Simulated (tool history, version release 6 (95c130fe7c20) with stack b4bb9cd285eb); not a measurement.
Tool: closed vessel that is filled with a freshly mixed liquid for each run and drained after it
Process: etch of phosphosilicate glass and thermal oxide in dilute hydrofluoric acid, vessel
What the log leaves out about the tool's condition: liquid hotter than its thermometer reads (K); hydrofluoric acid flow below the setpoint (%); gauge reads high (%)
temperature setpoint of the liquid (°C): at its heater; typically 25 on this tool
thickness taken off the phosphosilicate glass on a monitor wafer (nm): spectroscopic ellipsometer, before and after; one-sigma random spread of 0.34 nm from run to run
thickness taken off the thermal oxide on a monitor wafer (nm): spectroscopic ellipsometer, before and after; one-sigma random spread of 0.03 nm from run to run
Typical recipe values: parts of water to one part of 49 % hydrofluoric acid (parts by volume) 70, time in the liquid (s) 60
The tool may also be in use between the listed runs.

| run | day | temperature setpoint of the liquid (°C) | parts of water to one part of 49 % hydrofluoric acid (parts by volume) | time in the liquid (s) | wafers since the last listed run | hours since the thermometer was replaced | hours since the hydrofluoric acid flow meter was replaced | hours since the gauge calibration | read-back film thickness of the phosphosilicate glass reference wafer, read on the same gauge (nm) | read-back film thickness of the thermal oxide reference wafer, read on the same gauge (nm) | thickness taken off the phosphosilicate glass on a monitor wafer (nm) | thickness taken off the thermal oxide on a monitor wafer (nm) |
|---|---|---|---|---|---|---|---|---|---|---|---|---|
| 1 | 0 | 26.5 | 70 | 60 | 0 | 2649.3 | 911.8 | 97.8 | 150.01 | 69.971 | 87.89 | 4.02 |
| 2 | 0.546 | 26.5 | 70 | 60 | 1968 | 2662.4 | 924.9 | 110.9 | 149.97 | 69.983 | 87.75 | 4.007 |
| 3 | 1.196 | 26.5 | 70 | 60 | 2343 | 2678 | 940.5 | 126.5 | 149.98 | 69.973 | 88.2 | 3.969 |
| 4 | 1.812 | 25 | 70 | 60 | 2223 | 2692.8 | 955.3 | 141.3 | 150.04 | 69.99 | 82.48 | 3.768 |
| 5 | 2.167 | 25 | 70 | 60 | 1277 | 2701.3 | 963.8 | 149.8 | 150.04 | 70.032 | 82.07 | 3.803 |
| 6 | 2.65 | 25 | 70 | 60 | 1742 | 2712.9 | 975.4 | 161.4 | 149.99 | 69.995 | 82.95 | 3.757 |
| 7 | 3.029 | 25 | 70 | 85 | 1367 | 2722 | 984.5 | 170.5 | 149.99 | 69.99 | 117.27 | 5.277 |
| 8 | 3.5 | 25 | 70 | 60 | 1697 | 2733.3 | 995.8 | 181.8 | 150 | 69.974 | 82.37 | 3.789 |
|  | 4.038 | gauge calibrated |
| 9 | 4.533 | 25 | 70 | 60 | 3726 | 2758.1 | 1020.6 | 11.9 | 150 | 69.996 | 82.18 | 3.707 |
| 10 | 4.833 | 25 | 70 | 60 | 1081 | 2765.3 | 1027.8 | 19.1 | 150 | 69.991 | 82.31 | 3.754 |
| 11 | 5.35 | 29 | 70 | 35 | 1863 | 2777.7 | 1040.2 | 31.5 | 150.01 | 69.971 | 56.03 | 2.517 |
| 12 | 5.829 | 29 | 70 | 35 | 1727 | 2789.2 | 1051.7 | 43 | 150.01 | 69.969 | 55.46 | 2.55 |
|  | 6.4 | thermometer replaced |
| 13 | 6.421 | 29 | 45 | 85 | 1983 | 0.5 | 1065.9 | 57.2 | 149.98 | 70.016 | 218.35 | 10.057 |
| 14 | 6.679 | 25 | 70 | 60 | 931 | 6.7 | 1072.1 | 63.4 | 149.99 | 70.012 | 81.83 | 3.707 |
| 15 | 7.067 | 20.5 | 70 | 80 | 1397 | 16 | 1081.4 | 72.7 | 150 | 70.002 | 89.97 | 4.145 |
| 16 | 7.425 | 25 | 70 | 60 | 1292 | 24.6 | 1090 | 81.3 | 149.98 | 69.965 | 81.5 | 3.72 |
|  | 7.821 | hydrofluoric acid flow meter replaced |
| 17 | 7.929 | 28.5 | 45 | 40 | 1667 | 36.7 | 2.6 | 93.4 | 149.96 | 69.992 | 113.27 | 5.158 |
| 18 | 8.346 | 20 | 35 | 35 | 1502 | 46.7 | 12.6 | 103.4 | 149.98 | 69.974 | 90.45 | 4.176 |
| 19 | 8.925 | 29 | 95 | 75 | 2088 | 60.6 | 26.5 | 117.3 | 149.99 | 69.988 | 95.27 | 4.317 |
| 20 | 9.325 | 25 | 70 | 60 | 1442 | 70.2 | 36.1 | 126.9 | 149.99 | 69.969 | 91.34 | 4.199 |
| 21 | 9.717 | 25 | 55 | 60 | 1412 | 79.6 | 45.5 | 136.3 | 150.02 | 70.018 | 118.86 | 5.446 |
| 22 | 9.992 | 25 | 70 | 60 | 991 | 86.2 | 52.1 | 142.9 | 149.99 | 69.958 | 90.7 | 4.159 |
| 23 | 10.754 | 25 | 95 | 95 | 2749 | 104.5 | 70.4 | 161.2 | 149.98 | 69.99 | 102.77 | 4.635 |
| 24 | 11.029 | 21 | 70 | 85 | 991 | 111.1 | 77 | 167.8 | 150 | 69.989 | 109.06 | 4.953 |

Here are 4 independent what-if runs from the current tool condition. What would each one return?
| A | 11.058 | 25 | 70 | 60 | 105 | 111.8 | 77.7 | 168.5 | ? | ? | ? | ? |
| B | 11.058 | 25 | 70 | 35 | 105 | 111.8 | 77.7 | 168.5 | ? | ? | ? | ? |
| C | 11.058 | 28 | 55 | 85 | 105 | 111.8 | 77.7 | 168.5 | ? | ? | ? | ? |
| D | 11.058 | 22 | 40 | 60 | 105 | 111.8 | 77.7 | 168.5 | ? | ? | ? | ? |

| run | read-back film thickness of the phosphosilicate glass reference wafer, read on the same gauge (nm) | read-back film thickness of the thermal oxide reference wafer, read on the same gauge (nm) | thickness taken off the phosphosilicate glass on a monitor wafer (nm) | thickness taken off the thermal oxide on a monitor wafer (nm) |
|---|---|---|---|---|
| A | 149.98 | 69.999 | 91.4 | 4.098 |
| B | 149.98 | 69.999 | 53.31 | 2.391 |
| C | 149.98 | 69.999 | 189.68 | 8.505 |
| D | 149.98 | 69.999 | 147.09 | 6.596 |
Take away the tool's hidden state, keep each run's random variation, and the runs would have read:
| run | thickness taken off the phosphosilicate glass on a monitor wafer (nm) | thickness taken off the thermal oxide on a monitor wafer (nm) |
|---|---|---|
| A | 92.88 | 4.165 |
| B | 54.18 | 2.429 |
| C | 192.74 | 8.642 |
| D | 149.38 | 6.698 |
